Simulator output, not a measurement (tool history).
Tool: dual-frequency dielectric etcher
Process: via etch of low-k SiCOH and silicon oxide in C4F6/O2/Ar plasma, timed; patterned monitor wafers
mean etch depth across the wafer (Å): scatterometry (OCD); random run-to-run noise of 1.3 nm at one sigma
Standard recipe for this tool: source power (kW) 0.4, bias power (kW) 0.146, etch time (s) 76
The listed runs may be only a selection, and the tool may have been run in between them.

| run | hour | source power (kW) | bias power (kW) | etch time (s) | read-back reference wafer on the same gauge, depth_nm | mean etch depth across the wafer (Å) |
|---|---|---|---|---|---|---|
| 1 | 0 | 0.4 | 0.146 | 76 | 167.8 | 2000 |
| 2 | 33.7 | 0.4 | 0.146 | 76 | 168.1 | 2018 |
| 3 | 81.1 | 0.4 | 0.146 | 76 | 168 | 2011 |
| 4 | 129.6 | 0.4 | 0.146 | 76 | 168.4 | 2008 |
| 5 | 198 | 0.4 | 0.146 | 76 | 168 | 2048 |
| 6 | 261.2 | 0.4 | 0.146 | 76 | 168.1 | 2039 |
| 7 | 301.4 | 0.4 | 0.146 | 76 | 168 | 2041 |
| 8 | 348.8 | 0.4 | 0.146 | 76 | 168.3 | 2047 |
|  | 390.4 | wet clean of the chamber |
| 9 | 410.2 | 0.4 | 0.146 | 76 | 168 | 2077 |
| 10 | 480.3 | 0.4 | 0.146 | 76 | 167.9 | 2114 |
| 11 | 527.8 | 0.4 | 0.146 | 76 | 168.1 | 2126 |
|  | 538.3 | bias power generator calibrated |
|  | 715.1 | wet clean of the chamber, repeated, since the last time left the tool worse |
| 12 | 715.9 | 0.4 | 0.146 | 76 | 168.3 | 1997 |
| 13 | 743.9 | 0.4 | 0.146 | 76 | 168.4 | 1962 |
| 14 | 777.1 | 0.5 | 0.146 | 76 | 168.2 | 2150 |
| 15 | 803.8 | 0.37 | 0.146 | 76 | 167.6 | 1938 |
|  | 841.6 | source power generator calibrated |
| 16 | 843.7 | 0.33 | 0.132 | 76 | 168.2 | 1779 |
|  | 870.9 | upper electrode replaced |
| 17 | 897 | 0.32 | 0.119 | 86 | 167.8 | 1904 |
|  | 955.3 | gauge calibrated |
| 18 | 968.2 | 0.31 | 0.156 | 99 | 168.1 | 2490 |
| 19 | 998.1 | 0.36 | 0.114 | 98.5 | 168 | 2244 |
| 20 | 1041.9 | 0.37 | 0.17 | 91 | 168.2 | 2522 |
| 21 | 1080.5 | 0.36 | 0.146 | 69.5 | 168 | 1788 |
| 22 | 1143 | 0.36 | 0.146 | 76 | 168.1 | 1973 |
|  | 1173.9 | wet clean of the chamber |
| 23 | 1202.3 | 0.4 | 0.146 | 76 | 168 | 2017 |
| 24 | 1241.1 | 0.4 | 0.146 | 76 | 167.9 | 1959 |
| 25 | 1449.2 | 0.4 | 0.175 | 63 | 167.8 | 1832 |
| 26 | 1481.8 | 0.33 | 0.146 | 76 | 167.9 | 1893 |

Consider 3 possible next runs. They are alternatives, not a sequence: every one starts from the tool as it was left by run 26. What does each give?
| A | 1482.2 | 0.4 | 0.146 | 68.5 | ? | ? |
| B | 1482.2 | 0.49 | 0.16 | 88 | ? | ? |
| C | 1482.2 | 0.35 | 0.146 | 85.5 | ? | ? |

| run | read-back reference wafer on the same gauge, depth_nm | mean etch depth across the wafer (Å) |
|---|---|---|
| A | 167.9 | 1827 |
| B | 167.9 | 2621 |
| C | 167.9 | 2183 |
Stripped of hidden state, with their random variation kept, the same runs would have yielded:
| run | mean etch depth across the wafer (Å) |
|---|---|
| A | 1795 |
| B | 2576 |
| C | 2145 |
